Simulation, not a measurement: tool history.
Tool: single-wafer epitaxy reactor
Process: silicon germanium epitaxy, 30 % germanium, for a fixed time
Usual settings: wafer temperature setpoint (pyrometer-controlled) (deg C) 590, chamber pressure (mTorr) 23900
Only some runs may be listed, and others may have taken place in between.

| run | hour | wafer temperature setpoint (pyrometer-controlled) (deg C) | chamber pressure (mTorr) | read-back reference wafer on the same gauge, thickness_nm | mean film thickness on the monitor wafer (angstrom) |
|---|---|---|---|---|---|
| 1 | 0.0 | 590 | 22200 | 49.419 | 457.55 |
| 2 | 22.8 | 590 | 22200 | 49.351 | 458.37 |
| 3 | 47.8 | 590 | 28200 | 49.465 | 491.55 |
| 4 | 80.5 | 590 | 28200 | 49.389 | 493.21 |
| 5 | 106.1 | 590 | 23900 | 49.406 | 471.97 |
| 6 | 134.1 | 590 | 23900 | 49.426 | 466.67 |
| 7 | 162.7 | 590 | 23900 | 49.426 | 468.39 |
| 8 | 178.4 | 590 | 23900 | 49.398 | 470.77 |
| 9 | 199.5 | 590 | 19400 | 49.444 | 439.93 |
| 10 | 231.7 | 590 | 23900 | 49.380 | 464.02 |
| 11 | 243.7 | 596 | 23900 | 49.367 | 530.62 |
|  | 275.4 | pyrometer calibrated |
| 12 | 275.9 | 590 | 23900 | 49.424 | 486.15 |
| 13 | 295.8 | 590 | 23900 | 49.402 | 493.17 |
| 14 | 383.8 | 590 | 23900 | 49.415 | 486.12 |
| 15 | 399.8 | 590 | 23900 | 49.384 | 490.14 |
| 16 | 434.1 | 601 | 27800 | 49.378 | 645.63 |
| 17 | 466.7 | 578 | 28000 | 49.402 | 393.62 |
| 18 | 484.6 | 590 | 23900 | 49.394 | 483.78 |
| 19 | 516.7 | 579 | 20900 | 49.411 | 370.24 |
| 20 | 542.3 | 601 | 19100 | 49.434 | 572.02 |
| 21 | 571.6 | 583 | 28300 | 49.329 | 443.04 |
| 22 | 589.1 | 600 | 18100 | 49.398 | 551.95 |
| 23 | 607.2 | 590 | 23900 | 49.392 | 482.10 |
| 24 | 642.2 | 579 | 29500 | 49.437 | 409.41 |
|  | 664.2 | gauge calibrated |
|  | 664.5 | showerhead replaced |
| 25 | 670.8 | 590 | 23900 | 49.402 | 483.02 |
|  | 692.3 | capacitance manometer re-zeroed and calibrated |
| 26 | 698.8 | 582 | 18600 | 49.397 | 377.75 |
| 27 | 723.3 | 590 | 23900 | 49.459 | 486.75 |
| 28 | 742.3 | 590 | 23900 | 49.380 | 485.33 |
| 29 | 762.5 | 590 | 23900 | 49.405 | 487.55 |

Run 30 is up next; what results do you expect?
| 30 | 780.9 | 578 | 26500 | ? | ? |

{"run 30": {"read-back reference wafer on the same gauge, thickness_nm": 49.405, "mean film thickness on the monitor wafer (angstrom)": 385.84}}
Were there no unlogged condition in the tool, this run, its random variation unchanged, would have produced mean film thickness on the monitor wafer (angstrom) 391.64.

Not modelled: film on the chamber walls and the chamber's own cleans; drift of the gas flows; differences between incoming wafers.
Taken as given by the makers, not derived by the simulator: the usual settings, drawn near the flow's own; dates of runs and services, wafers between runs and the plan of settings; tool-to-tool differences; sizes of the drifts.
